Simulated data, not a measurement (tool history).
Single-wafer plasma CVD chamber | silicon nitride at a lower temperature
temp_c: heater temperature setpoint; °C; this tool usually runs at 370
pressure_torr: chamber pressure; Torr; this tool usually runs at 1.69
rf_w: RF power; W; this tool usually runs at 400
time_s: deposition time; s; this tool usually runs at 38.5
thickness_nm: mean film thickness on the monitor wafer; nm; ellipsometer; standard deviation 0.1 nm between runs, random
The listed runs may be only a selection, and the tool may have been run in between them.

run,hour,temp_c,pressure_torr,rf_w,time_s,wafers since the last listed run,hours since the last thermocouple change,hours since the last RF generator calibration,hours since the last manometer calibration,hours since the showerhead was replaced,hours since the gauge calibration,"read-back reference wafer on the same gauge, thickness_nm",thickness_nm
1,0.0,370,1.69,400,35.6,0,1667.5,1285.8,757.0,3474.7,2358.8,50.914,44.750
# hour 67.5: RF generator calibrated
2,76.3,370,1.69,400,38.5,2077,1743.8,8.8,833.3,3551.0,2435.1,50.916,48.917
3,131.7,370,1.69,400,38.5,1685,1799.2,64.2,888.7,3606.4,2490.5,50.908,48.908
4,207.0,361,1.69,400,38.5,2290,1874.5,139.5,964.0,3681.7,2565.8,50.926,48.883
5,352.7,370,1.69,400,38.5,4432,2020.2,285.2,1109.7,3827.4,2711.5,50.906,48.823
6,436.3,370,1.69,400,38.5,2543,2103.8,368.8,1193.3,3911.0,2795.1,50.877,48.810
# hour 491.1: thermocouple changed; heater temperature recalibrated
7,625.6,370,1.69,400,38.5,5515,134.5,558.1,1382.6,4100.3,2984.4,50.884,48.623
# hour 783.2: gauge calibrated
# hour 880.5: capacitance manometer re-zeroed and calibrated
8,900.1,358,1.85,375,40.7,8107,409.0,832.6,19.6,4374.8,116.9,50.911,50.461
9,974.5,370,1.44,400,42.7,2263,483.4,907.0,94.0,4449.2,191.3,50.886,52.323
# hour 1045.8: showerhead replaced
10,1046.3,370,1.69,400,38.5,1941,555.2,978.8,165.8,0.5,263.1,50.890,48.365
11,1109.6,364,1.69,400,38.5,1925,618.5,1042.1,229.1,63.8,326.4,50.901,48.399
12,1196.0,377,1.69,450,38.5,2628,704.9,1128.5,315.5,150.2,412.8,50.928,50.285
13,1302.7,370,1.31,400,46.1,3246,811.6,1235.2,422.2,256.9,519.5,50.897,56.189
# hour 1346.0: RF generator calibrated
14,1372.7,377,1.69,400,38.5,1886,881.6,26.7,492.2,326.9,589.5,50.917,48.362
15,1429.5,370,1.69,440,38.5,1728,938.4,83.5,549.0,383.7,646.3,50.878,50.663
16,1514.8,370,1.69,400,38.5,2595,1023.7,168.8,634.3,469.0,731.6,50.875,48.700
17,1551.4,370,1.69,400,38.5,1113,1060.3,205.4,670.9,505.6,768.2,50.898,48.682
18,1651.1,370,1.69,400,35.3,3033,1160.0,305.1,770.6,605.3,867.9,50.903,44.561
19,1737.9,370,1.69,400,38.5,2640,1246.8,391.9,857.4,692.1,954.7,50.916,48.693
20,1797.4,383,1.87,425,43.5,1810,1306.3,451.4,916.9,751.6,1014.2,50.875,56.592
21,1882.5,370,1.69,345,38.5,2589,1391.4,536.5,1002.0,836.7,1099.3,50.873,45.951
22,1984.0,383,1.89,430,35.2,3088,1492.9,638.0,1103.5,938.2,1200.8,50.878,46.260
23,2054.6,370,1.69,400,38.5,2147,1563.5,708.6,1174.1,1008.8,1271.4,50.907,48.796
24,2109.5,370,1.84,345,38.5,1670,1618.4,763.5,1229.0,1063.7,1326.3,50.869,46.527
25,2208.3,383,1.69,400,35.1,3005,1717.2,862.3,1327.8,1162.5,1425.1,50.904,44.367
26,2290.4,370,1.69,400,38.5,2497,1799.3,944.4,1409.9,1244.6,1507.2,50.879,48.756
# hour 2363.2: capacitance manometer re-zeroed and calibrated
27,2372.7,365,1.57,400,38.5,2260,1881.6,1026.7,9.5,1326.9,1589.5,50.882,47.808

Each row is a separate what-if for the run after 27, all from the same tool condition, not one after another. Results?
A,2373.1,370,1.69,400,36.1,12,1882.0,1027.1,9.9,1327.3,1589.9,?,?
B,2373.1,370,1.69,445,38.5,12,1882.0,1027.1,9.9,1327.3,1589.9,?,?
C,2373.1,370,1.69,345,33.6,12,1882.0,1027.1,9.9,1327.3,1589.9,?,?
D,2373.1,370,1.90,375,35.3,12,1882.0,1027.1,9.9,1327.3,1589.9,?,?
E,2373.1,370,1.44,400,38.5,12,1882.0,1027.1,9.9,1327.3,1589.9,?,?

run,"read-back reference wafer on the same gauge, thickness_nm",thickness_nm
A,50.902,45.119
B,50.902,50.098
C,50.902,39.683
D,50.902,43.744
E,50.902,47.100
Stripped of hidden state, with their random variation kept, the same runs would have yielded:
run,thickness_nm
A,45.572
B,50.602
C,40.107
D,44.212
E,47.574

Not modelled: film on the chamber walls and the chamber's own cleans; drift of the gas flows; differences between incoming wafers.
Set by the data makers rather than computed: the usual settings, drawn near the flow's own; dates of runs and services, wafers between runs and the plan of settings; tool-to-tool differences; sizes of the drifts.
